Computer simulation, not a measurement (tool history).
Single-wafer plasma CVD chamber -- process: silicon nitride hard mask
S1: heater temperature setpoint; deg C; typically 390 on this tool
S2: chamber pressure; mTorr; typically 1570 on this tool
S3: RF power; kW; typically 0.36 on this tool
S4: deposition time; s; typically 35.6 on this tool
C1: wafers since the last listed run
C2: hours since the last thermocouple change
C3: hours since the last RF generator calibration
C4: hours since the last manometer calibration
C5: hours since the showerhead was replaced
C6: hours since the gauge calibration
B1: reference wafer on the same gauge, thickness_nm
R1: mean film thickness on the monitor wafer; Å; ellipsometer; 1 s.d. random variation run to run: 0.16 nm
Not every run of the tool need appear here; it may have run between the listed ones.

Run 1, hour 0: usual settings; C1 0; C2 1401.1; C3 524.6; C4 1451.2; C5 3804.6; C6 1922.2; B1 40.699. Result: R1 436.8 Å.
Run 2, hour 63.7: usual settings; C1 1867; C2 1464.8; C3 588.3; C4 1514.9; C5 3868.3; C6 1985.9; B1 40.672. Result: R1 434.62 Å.
At hour 138: thermocouple changed; heater temperature recalibrated.
Run 3, hour 138.5: usual settings; C1 1958; C2 0.5; C3 663.1; C4 1589.7; C5 3943.1; C6 2060.7; B1 40.746. Result: R1 438.68 Å.
At hour 213: gauge calibrated.
Run 4, hour 221.6: usual settings; C1 2436; C2 83.6; C3 746.2; C4 1672.8; C5 4026.2; C6 8.6; B1 40.64. Result: R1 437.69 Å.
Run 5, hour 422.3: usual settings; C1 5883; C2 284.3; C3 946.9; C4 1873.5; C5 4226.9; C6 209.3; B1 40.686. Result: R1 432.37 Å.
Run 6, hour 491.8: usual settings; C1 2037; C2 353.8; C3 1016.4; C4 1943; C5 4296.4; C6 278.8; B1 40.702. Result: R1 434.13 Å.
Run 7, hour 530.9: usual settings; C1 1146; C2 392.9; C3 1055.5; C4 1982.1; C5 4335.5; C6 317.9; B1 40.692. Result: R1 434.84 Å.
Run 8, hour 597.5: usual settings; C1 1952; C2 459.5; C3 1122.1; C4 2048.7; C5 4402.1; C6 384.5; B1 40.743. Result: R1 433.73 Å.
Run 9, hour 636.8: usual settings; C1 1152; C2 498.8; C3 1161.4; C4 2088; C5 4441.4; C6 423.8; B1 40.71. Result: R1 435.39 Å.
Run 10, hour 681.7: usual settings but S1 401 deg C; C1 1316; C2 543.7; C3 1206.3; C4 2132.9; C5 4486.3; C6 468.7; B1 40.655. Result: R1 433.05 Å.
At hour 768.7: capacitance manometer re-zeroed and calibrated.
Run 11, hour 777.7: usual settings but S1 398 deg C; C1 2579; C2 639.7; C3 1302.3; C4 9; C5 4582.3; C6 564.7; B1 40.625. Result: R1 434.14 Å.
Run 12, hour 821.4: usual settings but S1 379 deg C, S2 1350 mTorr, S4 38.3 s; C1 1281; C2 683.4; C3 1346; C4 52.7; C5 4626; C6 608.4; B1 40.685. Result: R1 454.5 Å.
At hour 898.5: RF generator calibrated.
Run 13, hour 899: usual settings but S2 1740 mTorr, S3 0.31 kW, S4 31.3 s; C1 2040; C2 761; C3 0.5; C4 130.3; C5 4703.6; C6 686; B1 40.711. Result: R1 353.34 Å.
Run 14, hour 977.1: usual settings but S1 383 deg C, S2 1420 mTorr, S4 37.9 s; C1 2289; C2 839.1; C3 78.6; C4 208.4; C5 4781.7; C6 764.1; B1 40.675. Result: R1 463.91 Å.
At hour 1007.4: showerhead replaced.
Run 15, hour 1106.1: usual settings; C1 3547; C2 968.1; C3 207.6; C4 337.4; C5 98.7; C6 893.1; B1 40.708. Result: R1 444.6 Å.
Run 16, hour 1200.7: usual settings but S2 1860 mTorr, S4 40.7 s; C1 2773; C2 1062.7; C3 302.2; C4 432; C5 193.3; C6 987.7; B1 40.737. Result: R1 524.47 Å.
Run 17, hour 1305.6: usual settings; C1 3075; C2 1167.6; C3 407.1; C4 536.9; C5 298.2; C6 1092.6; B1 40.705. Result: R1 440.1 Å.
Run 18, hour 1347.3: usual settings but S2 1430 mTorr; C1 1222; C2 1209.3; C3 448.8; C4 578.6; C5 339.9; C6 1134.3; B1 40.737. Result: R1 427.94 Å.
Run 19, hour 1385.3: usual settings but S1 386 deg C, S2 1280 mTorr, S3 0.34 kW, S4 38.5 s; C1 1113; C2 1247.3; C3 486.8; C4 616.6; C5 377.9; C6 1172.3; B1 40.65. Result: R1 432.74 Å.
Run 20, hour 1454: usual settings but S1 384 deg C; C1 2013; C2 1316; C3 555.5; C4 685.3; C5 446.6; C6 1241; B1 40.727. Result: R1 440.44 Å.
Run 21, hour 1548.6: usual settings but S1 398 deg C, S2 1810 mTorr, S4 30.1 s; C1 2773; C2 1410.6; C3 650.1; C4 779.9; C5 541.2; C6 1335.6; B1 40.726. Result: R1 379.98 Å.
Run 22, hour 1625.7: usual settings but S1 402 deg C, S2 1830 mTorr, S4 39.6 s; C1 2260; C2 1487.7; C3 727.2; C4 857; C5 618.3; C6 1412.7; B1 40.706. Result: R1 500.32 Å.
Run 23, hour 1667.9: usual settings but S1 405 deg C, S2 1920 mTorr, S3 0.315 kW; C1 1237; C2 1529.9; C3 769.4; C4 899.2; C5 660.5; C6 1454.9; B1 40.68. Result: R1 406.53 Å.
Run 24, hour 1756.1: usual settings but S2 1250 mTorr, S3 0.31 kW, S4 39.7 s; C1 2585; C2 1618.1; C3 857.6; C4 987.4; C5 748.7; C6 1543.1; B1 40.67. Result: R1 405.98 Å.
Run 25, hour 1848.6: usual settings but S1 398 deg C, S2 1440 mTorr, S3 0.42 kW, S4 39 s; C1 2711; C2 1710.6; C3 950.1; C4 1079.9; C5 841.2; C6 1635.6; B1 40.68. Result: R1 527.26 Å.
Run 26, hour 1897: usual settings but S1 401 deg C, S3 0.31 kW, S4 32.5 s; C1 1418; C2 1759; C3 998.5; C4 1128.3; C5 889.6; C6 1684; B1 40.725. Result: R1 349.76 Å.
At hour 1974.1: thermocouple changed; heater temperature recalibrated.
Run 27, hour 1974.6: usual settings; C1 2040; C2 0.5; C3 1076.1; C4 1205.9; C5 967.2; C6 1761.6; B1 40.69. Result: R1 435 Å.
Run 28, hour 2019.4: usual settings but S3 0.3 kW, S4 38.5 s; C1 1313; C2 45.3; C3 1120.9; C4 1250.7; C5 1012; C6 1806.4; B1 40.698. Result: R1 401.87 Å.

Consider 4 possible next runs. They are alternatives, not a sequence: every one starts from the tool as it was left by run 28. What does each give?
Run A, hour 2019.8: usual settings but S1 402 deg C; C1 11; C2 45.7; C3 1121.3; C4 1251.1; C5 1012.4; C6 1806.8; B1 ?. Result: R1 ?.
Run B, hour 2019.8: usual settings but S1 397 deg C, S2 1750 mTorr, S4 38.4 s; C1 11; C2 45.7; C3 1121.3; C4 1251.1; C5 1012.4; C6 1806.8; B1 ?. Result: R1 ?.
Run C, hour 2019.8: usual settings but S3 0.42 kW, S4 28.5 s; C1 11; C2 45.7; C3 1121.3; C4 1251.1; C5 1012.4; C6 1806.8; B1 ?. Result: R1 ?.
Run D, hour 2019.8: usual settings but S3 0.43 kW; C1 11; C2 45.7; C3 1121.3; C4 1251.1; C5 1012.4; C6 1806.8; B1 ?. Result: R1 ?.

run      B1      R1
  A  40.664  433.45
  B  40.664  479.47
  C  40.664  392.32
  D  40.664  498.07
The same runs, with their run-to-run variation unchanged, on a tool lacking any hidden condition would have given:
run      R1
  A  445.87
  B  493.21
  C  402.74
  D  511.29
